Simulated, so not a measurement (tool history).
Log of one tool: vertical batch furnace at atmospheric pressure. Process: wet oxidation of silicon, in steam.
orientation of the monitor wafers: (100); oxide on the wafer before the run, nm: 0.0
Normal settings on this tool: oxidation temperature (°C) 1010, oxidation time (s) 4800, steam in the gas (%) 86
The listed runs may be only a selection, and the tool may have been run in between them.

run,day,oxidation temperature (°C),oxidation time (s),steam in the gas (%),"read-back reference wafer on the same gauge, thickness",oxide thickness on the monitor wafer (Å)
1,0.000,1029,4800,86,452.90,5458.6
2,2.162,992,4800,86,453.03,4276.7
3,3.788,992,4800,86,452.94,4275.4
4,5.546,992,4800,86,452.96,4290.7
5,8.075,1010,4800,90,452.65,5022.4
6,9.921,1010,4800,90,452.85,5000.0
7,12.646,1010,4800,90,452.73,4997.2
8,13.717,1010,4230,86,453.13,4454.1
9,15.100,1010,4800,80,452.80,4612.2
10,17.117,1010,4800,80,453.23,4619.2
11,18.204,1010,4800,80,452.93,4619.6
12,19.221,1010,4320,86,452.83,4527.3
# day 20.429: steam generator serviced
13,20.625,1010,4320,86,453.00,4415.5
14,21.629,1010,4800,86,453.11,4734.5
15,23.592,1010,3750,86,452.88,4002.1
16,25.204,1002,3600,89,453.08,3741.5
17,28.079,1017,4800,86,453.23,4933.0
# day 28.238: gauge calibrated
18,30.846,1010,4800,86,452.91,4691.7
19,32.433,1030,3510,81,453.18,4187.0
20,35.408,1021,3750,93,453.04,4506.9
21,38.308,1018,4800,94,452.79,5228.9
# day 39.500: steam generator serviced, repeated, since the last time left the tool worse
22,40.579,1010,4800,86,452.88,5017.3
23,42.850,992,3450,78,452.81,3292.0
24,45.562,1029,4800,96,453.19,6002.3
# day 46.875: thermocouples replaced and temperature profile calibrated
25,48.379,1010,4800,86,453.02,5001.2
26,50.492,1010,4800,86,452.93,4984.2
27,51.746,986,3900,79,452.84,3425.8
28,54.304,1021,5580,86,453.14,5846.7
29,55.696,987,4200,92,453.25,4049.9
30,58.417,1028,3150,90,452.94,4357.7
31,61.254,995,3600,82,453.29,3548.5
32,63.462,1029,4800,86,452.94,5564.8
33,64.629,1010,2910,82,452.98,3419.8
34,66.729,1026,4800,81,452.76,5262.5
# day 68.088: gauge calibrated
35,69.512,1010,5760,86,452.96,5556.3
36,72.379,995,4800,89,453.03,4558.6
37,75.183,985,5910,93,452.65,5032.9

Run by run, hidden condition taken away, random variation retained:
The hidden state here: true tube temperature minus thermocouple reading, K; steam share off its setpoint, % of the setpoint; gauge reads high (%).
run,oxide thickness on the monitor wafer (Å)
1,5644.9
2,4437.8
3,4436.7
4,4452.8
5,5202.5
6,5179.6
7,5177.1
8,4617.6
9,4780.7
10,4788.2
11,4788.7
12,4693.7
13,4698.6
14,5038.0
15,4271.4
16,4003.7
17,5264.0
18,5020.3
19,4480.5
20,4830.7
21,5605.2
22,5029.8
23,3306.0
24,6032.6
25,5035.5
26,5023.7
27,3458.2
28,5901.5
29,4095.2
30,4408.1
31,3597.8
32,5637.7
33,3471.5
34,5338.8
35,5643.5
36,4638.9
37,5126.3
